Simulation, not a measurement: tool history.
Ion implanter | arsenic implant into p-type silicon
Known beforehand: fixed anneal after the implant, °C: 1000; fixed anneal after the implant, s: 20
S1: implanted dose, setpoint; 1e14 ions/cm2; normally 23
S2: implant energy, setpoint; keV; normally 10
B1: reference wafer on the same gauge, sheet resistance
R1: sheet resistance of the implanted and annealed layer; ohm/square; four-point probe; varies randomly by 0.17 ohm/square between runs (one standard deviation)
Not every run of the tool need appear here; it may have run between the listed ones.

run	hour	S1	S2	B1	R1
1	0	23	10	101.4	113.21
2	28.6	21.02	7.5	101.4	120.07
3	56	21.02	7.5	101.35	120.22
4	91.9	21.02	7.5	101.33	120.21
5	113.7	23	10	101.29	113.38
6	131.1	23	10	101.29	112.89
7	159.5	23	10	101.26	113.01
8	174.4	23	10	101.25	113.03
9	206	23	10	101.2	112.93
10	218.5	23	10	101.2	113.03
# hour 227.2: Faraday cup replaced and dose calibrated
# hour 271.7: gauge calibrated
11	285.1	18.07	10	102.02	118.69
12	310.2	28.35	10	101.95	110.99
13	330.8	23	11	102	111.67
14	346.2	23	11	101.92	111.96
15	360.8	25.12	10	101.89	112.55
16	396.7	25.12	10	101.9	112.42
17	432.3	23	11	101.84	111.69
18	458.5	17.53	6.5	101.82	127
19	489	23	13.5	101.77	106.97
20	514.1	17.67	11.5	101.79	115.32
21	537.1	23	10	101.73	113.67
22	561.1	25.12	10	101.71	112.23
23	595.9	26.05	10	101.68	111.6
24	625.2	28.99	13	101.67	104.56
25	657.7	28.52	12	101.58	106.52
# hour 681.5: extraction supply calibrated
26	682	23	9	101.6	115.38
27	713.7	19.64	13	101.54	109.98
28	726.2	27.51	11	101.58	109
29	745.2	26.25	8	101.54	115.02
30	785.5	17.56	13.5	101.46	111.45
31	810.2	29.19	11	101.43	107.94
32	824.7	23	10	101.45	113.49
33	850.5	23	10	101.43	113.24
34	876.6	25.66	7	101.39	117.44
35	908.7	20.07	12	101.36	111.49
36	937.3	19.64	13	101.33	110.03
37	956.6	29.04	10	101.29	109.69

For some of the steps in R1 from one run to the next: how much would appear even if the tool had no hidden state, given the settings, what came in and random variation, and how much remains for the hidden state plus any gauge scatter that the measured result and the result without hidden state don't share?
Hidden state present: deviation of the true dose from the Faraday cup's reading, %; deviation of the true energy from its setpoint, %; gauge reads high (%).
Run 1 -> 2: S1 23 -> 21.02, S2 10 -> 7.5. R1 +6.86 ohm/square: hidden state -0.07, all else +6.93.
Run 10 -> 11: S1 23 -> 18.07, Faraday cup replaced and dose calibrated, gauge calibrated. R1 +5.66 ohm/square: hidden state +0.92, all else +4.74.
Run 17 -> 18: S1 23 -> 17.53, S2 11 -> 6.5. R1 +15.31 ohm/square: hidden state -0.06, all else +15.37.
Run 18 -> 19: S1 17.53 -> 23, S2 6.5 -> 13.5. R1 -20.03 ohm/square: hidden state +0, all else -20.03.
Run 25 -> 26: S1 28.52 -> 23, S2 12 -> 9, extraction supply calibrated. R1 +8.86 ohm/square: hidden state -0.06, all else +8.92.

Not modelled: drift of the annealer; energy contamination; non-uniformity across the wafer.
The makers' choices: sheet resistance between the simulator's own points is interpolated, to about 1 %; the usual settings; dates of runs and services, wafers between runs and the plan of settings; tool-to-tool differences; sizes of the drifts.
